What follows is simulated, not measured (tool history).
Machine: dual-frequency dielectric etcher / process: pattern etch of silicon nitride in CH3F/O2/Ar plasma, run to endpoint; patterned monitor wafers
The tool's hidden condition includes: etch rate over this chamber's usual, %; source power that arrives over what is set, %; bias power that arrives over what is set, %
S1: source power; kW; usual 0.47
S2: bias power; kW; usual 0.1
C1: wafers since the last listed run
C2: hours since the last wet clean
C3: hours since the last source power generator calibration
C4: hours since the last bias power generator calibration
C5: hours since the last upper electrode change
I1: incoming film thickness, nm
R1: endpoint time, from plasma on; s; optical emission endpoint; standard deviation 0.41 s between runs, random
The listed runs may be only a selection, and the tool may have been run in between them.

run    hour    S1     S2    C1     C2      C3      C4      C5    I1    R1
  1       0  0.47  0.107     0  331.8  4122.1  2600.2  4133.6  50.9  63.8
  2    54.6  0.47  0.107   869  386.4  4176.7  2654.8  4188.2  50.4    63
  3   111.7  0.47  0.107   909  443.5  4233.8  2711.9  4245.3  50.8  62.5
  4   148.7  0.47    0.1   589  480.5  4270.8  2748.9  4282.3  50.5  64.1
  5   243.6  0.47    0.1  1511  575.4  4365.7  2843.8  4377.2  50.6  63.2
      329.9  -- wet clean of the chamber
  6   342.1  0.47    0.1  1186   12.2  4464.2  2942.3  4475.7  51.1  65.9
  7   425.6  0.53  0.093  1329   95.7  4547.7  3025.8  4559.2  50.7  63.8
  8   499.8  0.53  0.093  1181  169.9  4621.9    3100  4633.4  50.8  63.8
  9   560.7  0.53  0.093   969  230.8  4682.8  3160.9  4694.3  50.5  63.3
 10   648.7  0.47    0.1  1401  318.8  4770.8  3248.9  4782.3  51.1  65.5
 11   693.2  0.47    0.1   708  363.3  4815.3  3293.4  4826.8  50.7  64.2
      774.7  -- upper electrode replaced
 12   777.5  0.47    0.1   960  447.6  4899.6  3377.7     2.8    51  64.7
 13   852.1  0.47    0.1  1188  522.2  4974.2  3452.3    77.4    51  63.8
 14   894.5  0.47    0.1   675  564.6  5016.6  3494.7   119.8  50.9  63.3
     1035.6  -- wet clean of the chamber
 15  1098.3  0.58  0.115  2863   62.7  5220.4  3698.5   323.6  50.5    58
 16  1162.8  0.36  0.076  1027  127.2  5284.9    3763   388.1  50.4  79.1

Run 17 has not been measured yet. What should we expect?
 17  1223.9  0.51  0.078  973  188.3  5346  3824.1  449.2  50.1   ?

R1: 66.6 s
With no hidden state in the tool, this same run would have given R1 67.3 s.
